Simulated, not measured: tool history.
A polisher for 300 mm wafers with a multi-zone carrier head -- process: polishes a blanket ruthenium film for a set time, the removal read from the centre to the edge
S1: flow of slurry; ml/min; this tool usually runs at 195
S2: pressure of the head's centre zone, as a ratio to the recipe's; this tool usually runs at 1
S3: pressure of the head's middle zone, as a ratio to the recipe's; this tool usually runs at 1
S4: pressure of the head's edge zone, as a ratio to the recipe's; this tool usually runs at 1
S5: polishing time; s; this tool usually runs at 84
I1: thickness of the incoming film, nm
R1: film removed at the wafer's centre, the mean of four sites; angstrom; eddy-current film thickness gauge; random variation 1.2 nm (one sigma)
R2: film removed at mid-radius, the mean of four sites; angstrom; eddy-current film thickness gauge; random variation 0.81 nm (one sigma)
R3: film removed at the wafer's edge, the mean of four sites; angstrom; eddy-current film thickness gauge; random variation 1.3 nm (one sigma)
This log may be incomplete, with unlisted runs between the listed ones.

run 1 day=0 | S1=195 S2=1 S3=1 S4=1 S5=84 | I1=259.2 | R1=880 R2=831 R3=836
run 2 day=0.45 | S1=195 S2=1 S3=1.04 S4=1 S5=84 | I1=263.1 | R1=878 R2=861 R3=869
run 3 day=0.829 | S1=195 S2=1 S3=1.04 S4=1 S5=84 | I1=256.7 | R1=884 R2=851 R3=845
run 4 day=1.45 | S1=195 S2=1 S3=1 S4=1 S5=84 | I1=259.2 | R1=850 R2=829 R3=823
run 5 day=1.754 | S1=195 S2=1 S3=1 S4=1 S5=84 | I1=255.1 | R1=852 R2=817 R3=823
run 6 day=2.054 | S1=195 S2=1 S3=1 S4=1 S5=84 | I1=259.2 | R1=857 R2=820 R3=833
-- day=2.671 carrier head's membrane replaced by a new one
run 7 day=2.712 | S1=195 S2=1 S3=1 S4=1.05 S5=84 | I1=259.4 | R1=846 R2=813 R3=823
-- day=3.296 worn pad replaced by a new one, of another model than before
run 8 day=3.317 | S1=195 S2=1 S3=1 S4=1.05 S5=84 | I1=259.9 | R1=873 R2=874 R3=871
run 9 day=3.5 | S1=195 S2=1 S3=1 S4=1.05 S5=84 | I1=259 | R1=883 R2=868 R3=902
run 10 day=4.225 | S1=195 S2=1 S3=1 S4=1 S5=84 | I1=258 | R1=914 R2=874 R3=872
run 11 day=4.479 | S1=130 S2=1 S3=1 S4=1.04 S5=58 | I1=258.5 | R1=553 R2=546 R3=577
run 12 day=4.858 | S1=195 S2=1 S3=1.08 S4=1.1 S5=97 | I1=257.7 | R1=1023 R2=1054 R3=1032
-- day=5.262 centre zone pressure recalibrated
run 13 day=5.35 | S1=245 S2=0.88 S3=0.95 S4=1 S5=84 | I1=261.1 | R1=804 R2=849 R3=894
run 14 day=5.942 | S1=195 S2=1 S3=1.09 S4=1 S5=84 | I1=259.9 | R1=897 R2=920 R3=863
-- day=6.471 slurry nozzle cleaned
-- day=6.496 edge zone pressure recalibrated
run 15 day=6.629 | S1=195 S2=1 S3=0.95 S4=0.91 S5=104 | I1=258.3 | R1=1096 R2=1005 R3=1037
run 16 day=6.942 | S1=195 S2=1 S3=1 S4=1 S5=84 | I1=263.5 | R1=869 R2=843 R3=842
run 17 day=7.267 | S1=195 S2=1 S3=1 S4=1 S5=84 | I1=260 | R1=874 R2=845 R3=843
run 18 day=7.896 | S1=195 S2=1 S3=1 S4=1.08 S5=84 | I1=259.8 | R1=870 R2=841 R3=859
run 19 day=8.333 | S1=165 S2=1 S3=1 S4=1 S5=84 | I1=261.6 | R1=823 R2=810 R3=828
run 20 day=8.625 | S1=195 S2=0.9 S3=1.03 S4=0.9 S5=106 | I1=258.6 | R1=972 R2=1079 R3=1031

Hidden state, per run?
slurry flow missing at the pad, %: 0 at every run
deviation of the centre zone's pressure from its setpoint, %: 0 at every run
deviation of the edge zone's pressure from its setpoint, %: 0 at every run
H1: removal rate lost through wear of the pad, %
run=1 H1=2.78
run=2 H1=3.31
run=3 H1=3.81
run=4 H1=4.72
run=5 H1=5.21
run=6 H1=5.72
run=7 H1=6.94
run=8 H1=0.13
run=9 H1=0.136
run=10 H1=0.261
run=11 H1=0.343
run=12 H1=0.501
run=13 H1=0.772
run=14 H1=1.19
run=15 H1=1.82
run=16 H1=2.15
run=17 H1=2.53
run=18 H1=3.35
run=19 H1=3.99
run=20 H1=4.45

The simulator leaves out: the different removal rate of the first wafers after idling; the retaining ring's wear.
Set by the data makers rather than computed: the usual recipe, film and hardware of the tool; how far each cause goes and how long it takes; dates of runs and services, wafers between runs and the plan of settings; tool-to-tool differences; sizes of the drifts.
